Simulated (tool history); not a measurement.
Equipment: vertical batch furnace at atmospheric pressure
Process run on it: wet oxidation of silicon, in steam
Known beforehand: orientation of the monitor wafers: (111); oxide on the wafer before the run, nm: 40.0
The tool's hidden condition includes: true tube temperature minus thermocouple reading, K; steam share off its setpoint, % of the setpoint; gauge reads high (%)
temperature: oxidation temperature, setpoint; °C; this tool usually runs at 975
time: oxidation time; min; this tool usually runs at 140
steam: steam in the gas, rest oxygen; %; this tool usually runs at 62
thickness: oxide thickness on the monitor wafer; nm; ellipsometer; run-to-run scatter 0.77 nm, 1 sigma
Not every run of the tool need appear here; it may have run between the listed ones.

| run | hour | temperature | time | steam | wafers since the last listed run | hours since the last temperature calibration | hours since the steam generator was serviced | hours since the gauge calibration | read-back reference wafer on the same gauge, thickness | thickness |
|---|---|---|---|---|---|---|---|---|---|---|
| 1 | 0 | 966 | 140 | 62 | 0 | 2043.7 | 3936 | 100.2 | 457.12 | 466.14 |
| 2 | 22.7 | 966 | 140 | 62 | 235 | 2066.4 | 3958.7 | 122.9 | 457.06 | 465.77 |
| 3 | 43.4 | 966 | 140 | 62 | 214 | 2087.1 | 3979.4 | 143.6 | 456.63 | 465.63 |
| 4 | 57.6 | 994 | 140 | 62 | 147 | 2101.3 | 3993.6 | 157.8 | 456.92 | 539.84 |
| 5 | 70.1 | 994 | 140 | 62 | 129 | 2113.8 | 4006.1 | 170.3 | 456.84 | 540.13 |
| 6 | 89.5 | 959 | 140 | 71 | 201 | 2133.2 | 4025.5 | 189.7 | 457.06 | 484.79 |
| 7 | 114.8 | 959 | 140 | 71 | 262 | 2158.5 | 4050.8 | 215 | 457.04 | 485.1 |
| 8 | 127.2 | 959 | 140 | 71 | 128 | 2170.9 | 4063.2 | 227.4 | 456.89 | 485.25 |
|  | 153.1 | steam generator serviced |
| 9 | 153.6 | 957 | 140 | 62 | 24 | 2197.3 | 0.5 | 253.8 | 457.1 | 472.51 |
| 10 | 191.8 | 957 | 140 | 62 | 395 | 2235.5 | 38.7 | 292 | 456.62 | 472.21 |
| 11 | 207.5 | 975 | 140 | 62 | 162 | 2251.2 | 54.4 | 307.7 | 457.39 | 522.52 |
| 12 | 219.3 | 963 | 99.5 | 62 | 122 | 2263 | 66.2 | 319.5 | 456.96 | 395.71 |
| 13 | 235.8 | 963 | 99.5 | 62 | 171 | 2279.5 | 82.7 | 336 | 456.94 | 396.26 |
| 14 | 253.5 | 963 | 99.5 | 62 | 183 | 2297.2 | 100.4 | 353.7 | 457.22 | 396.79 |
|  | 262.9 | gauge calibrated |
| 15 | 275.4 | 975 | 140 | 55 | 226 | 2319.1 | 122.3 | 12.5 | 457.22 | 487.32 |
| 16 | 291.1 | 994 | 140 | 62 | 162 | 2334.8 | 138 | 28.2 | 456.83 | 578.62 |
| 17 | 301.2 | 975 | 140 | 62 | 104 | 2344.9 | 148.1 | 38.3 | 456.81 | 523.89 |
| 18 | 314.8 | 975 | 164 | 62 | 140 | 2358.5 | 161.7 | 51.9 | 456.79 | 576.17 |
|  | 355.7 | thermocouples replaced and temperature profile calibrated |
| 19 | 356.2 | 975 | 140 | 62 | 180 | 0.5 | 203.1 | 93.3 | 457.02 | 511.51 |
| 20 | 362.1 | 997 | 106.5 | 73 | 61 | 6.4 | 209 | 99.2 | 456.84 | 538.04 |
| 21 | 368.1 | 954 | 159 | 62 | 62 | 12.4 | 215 | 105.2 | 457.02 | 489.74 |
| 22 | 374.1 | 996 | 203 | 58 | 62 | 18.4 | 221 | 111.2 | 457.2 | 681.66 |
| 23 | 386.8 | 975 | 170.5 | 68 | 131 | 31.1 | 233.7 | 123.9 | 457.09 | 609.24 |
| 24 | 405.7 | 959 | 107.5 | 56 | 195 | 50 | 252.6 | 142.8 | 457.31 | 371.23 |
| 25 | 418.6 | 960 | 140 | 58 | 133 | 62.9 | 265.5 | 155.7 | 456.94 | 450.39 |
| 26 | 431 | 989 | 74.5 | 52 | 128 | 75.3 | 277.9 | 168.1 | 456.83 | 339.03 |
| 27 | 450.5 | 975 | 73.5 | 62 | 202 | 94.8 | 297.4 | 187.6 | 456.81 | 345.29 |
| 28 | 462.2 | 975 | 178.5 | 62 | 121 | 106.5 | 309.1 | 199.3 | 457.12 | 592.7 |
| 29 | 479.7 | 975 | 76 | 69 | 181 | 124 | 326.6 | 216.8 | 457.21 | 376.04 |
| 30 | 503.5 | 988 | 97.5 | 65 | 246 | 147.8 | 350.4 | 240.6 | 457.21 | 455.21 |

The logged runs with the hidden state left out (each run's random variation unchanged):
| run | thickness |
|---|---|
| 1 | 487.17 |
| 2 | 487.04 |
| 3 | 487.11 |
| 4 | 565.23 |
| 5 | 565.7 |
| 6 | 507.67 |
| 7 | 508.3 |
| 8 | 508.61 |
| 9 | 462.13 |
| 10 | 461.62 |
| 11 | 512.04 |
| 12 | 386.39 |
| 13 | 386.86 |
| 14 | 387.29 |
| 15 | 476.93 |
| 16 | 567.97 |
| 17 | 512.88 |
| 18 | 564.41 |
| 19 | 512.6 |
| 20 | 539.28 |
| 21 | 490.61 |
| 22 | 683.25 |
| 23 | 610.44 |
| 24 | 371.66 |
| 25 | 450.95 |
| 26 | 339.43 |
| 27 | 345.57 |
| 28 | 593.47 |
| 29 | 376.28 |
| 30 | 455.59 |
